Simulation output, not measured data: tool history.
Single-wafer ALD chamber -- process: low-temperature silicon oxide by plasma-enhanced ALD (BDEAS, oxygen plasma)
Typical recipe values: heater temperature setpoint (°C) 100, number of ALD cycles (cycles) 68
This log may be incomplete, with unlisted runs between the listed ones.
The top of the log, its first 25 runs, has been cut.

run    hour  heater temperature setpoint (°C)  number of ALD cycles (cycles)  read-back reference wafer on the same gauge, thickness_nm  mean film thickness on the monitor wafer (Å)
 26  1417.9                               100                             73                                                      8.532                                         94.22
 27  1469.2                                91                             71                                                       8.54                                         93.73
     1497.1  -- gauge calibrated
 28    1526                               112                             59                                                      8.533                                         74.21
 29  1596.8                               100                             68                                                      8.553                                         87.71
 30  1645.2                               100                             68                                                      8.531                                         87.67
 31  1670.5                                93                             68                                                       8.54                                          89.7
 32  1729.1                               100                             68                                                      8.547                                         87.13
     1751.3  -- thermocouple changed; heater temperature recalibrated
 33  1793.6                               111                             63                                                      8.528                                         79.39
 34  1849.2                               100                             68                                                      8.541                                         88.07
 35  1895.3                               100                             75                                                      8.542                                         96.23
 36  1932.8                               104                             57                                                      8.538                                         73.59
 37  1970.8                               108                             81                                                      8.534                                        102.99

Estimate the outcome of run 38 from the log above:
 38  1996.8                                85                             81                                                          ?                                             ?

{"run 38": {"read-back reference wafer on the same gauge, thickness_nm": 8.544, "mean film thickness on the monitor wafer (Å)": 109.51}}
Without the tool's hidden state the same run would have given mean film thickness on the monitor wafer (Å) 109.51.
